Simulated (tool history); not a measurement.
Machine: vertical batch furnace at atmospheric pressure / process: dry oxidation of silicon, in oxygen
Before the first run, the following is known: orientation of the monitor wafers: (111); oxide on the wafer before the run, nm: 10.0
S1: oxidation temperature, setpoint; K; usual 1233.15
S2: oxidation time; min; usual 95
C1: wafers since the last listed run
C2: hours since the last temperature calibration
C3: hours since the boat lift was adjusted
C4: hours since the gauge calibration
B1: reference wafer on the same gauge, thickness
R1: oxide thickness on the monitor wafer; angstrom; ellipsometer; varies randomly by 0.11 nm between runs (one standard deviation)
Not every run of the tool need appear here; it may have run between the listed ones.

run 1 hour=0 | S1=1218.15 S2=131.5 | C1=0 C2=2733.8 C3=4982.2 C4=55.8 | B1=69.08 | R1=761.6
run 2 hour=34.6 | S1=1218.15 S2=131.5 | C1=479 C2=2768.4 C3=5016.8 C4=90.4 | B1=69.11 | R1=763.1
run 3 hour=49.3 | S1=1238.15 S2=95 | C1=203 C2=2783.1 C3=5031.5 C4=105.1 | B1=69.08 | R1=716.7
run 4 hour=108.7 | S1=1233.15 S2=95 | C1=822 C2=2842.5 C3=5090.9 C4=164.5 | B1=69.1 | R1=695.3
run 5 hour=137.2 | S1=1233.15 S2=95 | C1=394 C2=2871 C3=5119.4 C4=193 | B1=69.09 | R1=693.3
run 6 hour=160.2 | S1=1233.15 S2=95 | C1=318 C2=2894 C3=5142.4 C4=216 | B1=69.12 | R1=695.6
run 7 hour=190.1 | S1=1224.15 S2=132.5 | C1=414 C2=2923.9 C3=5172.3 C4=245.9 | B1=69.05 | R1=804.7
run 8 hour=224 | S1=1224.15 S2=132.5 | C1=469 C2=2957.8 C3=5206.2 C4=279.8 | B1=69.12 | R1=807.9
run 9 hour=256.1 | S1=1233.15 S2=95 | C1=444 C2=2989.9 C3=5238.3 C4=311.9 | B1=69.1 | R1=696
run 10 hour=282 | S1=1233.15 S2=95 | C1=358 C2=3015.8 C3=5264.2 C4=337.8 | B1=69.07 | R1=696.6
-- hour=332.6 thermocouples replaced and temperature profile calibrated
-- hour=337.6 boat lift adjusted
run 11 hour=338.1 | S1=1233.15 S2=113.5 | C1=374 C2=5.5 C3=0.5 C4=393.9 | B1=69.08 | R1=755.3
run 12 hour=343.2 | S1=1233.15 S2=113.5 | C1=70 C2=10.6 C3=5.6 C4=399 | B1=69.11 | R1=752.6
-- hour=345.3 gauge calibrated
run 13 hour=356.4 | S1=1233.15 S2=124.5 | C1=182 C2=23.8 C3=18.8 C4=11.1 | B1=69.09 | R1=796.1
run 14 hour=379 | S1=1224.15 S2=132.5 | C1=313 C2=46.4 C3=41.4 C4=33.7 | B1=69.12 | R1=776.1
run 15 hour=403.8 | S1=1211.15 S2=136 | C1=343 C2=71.2 C3=66.2 C4=58.5 | B1=69.12 | R1=716.7
run 16 hour=433.7 | S1=1221.15 S2=53.5 | C1=414 C2=101.1 C3=96.1 C4=88.4 | B1=69.08 | R1=428.4
run 17 hour=455 | S1=1208.15 S2=138.5 | C1=295 C2=122.4 C3=117.4 C4=109.7 | B1=69.09 | R1=708.6
run 18 hour=480 | S1=1225.15 S2=50 | C1=346 C2=147.4 C3=142.4 C4=134.7 | B1=69.09 | R1=423.4
run 19 hour=496 | S1=1241.15 S2=134 | C1=221 C2=163.4 C3=158.4 C4=150.7 | B1=69.09 | R1=883.8
run 20 hour=508.4 | S1=1249.15 S2=130 | C1=171 C2=175.8 C3=170.8 C4=163.1 | B1=69.11 | R1=921.5

Forecast run 21:
run 21 hour=526.3 | S1=1224.15 S2=132.5 | C1=247 C2=193.7 C3=188.7 C4=181 | B1=? | R1=?

B1: 69.07
R1: 776.1 angstrom
Minus the tool's unlogged condition, the same run would have read R1 773.3 angstrom.
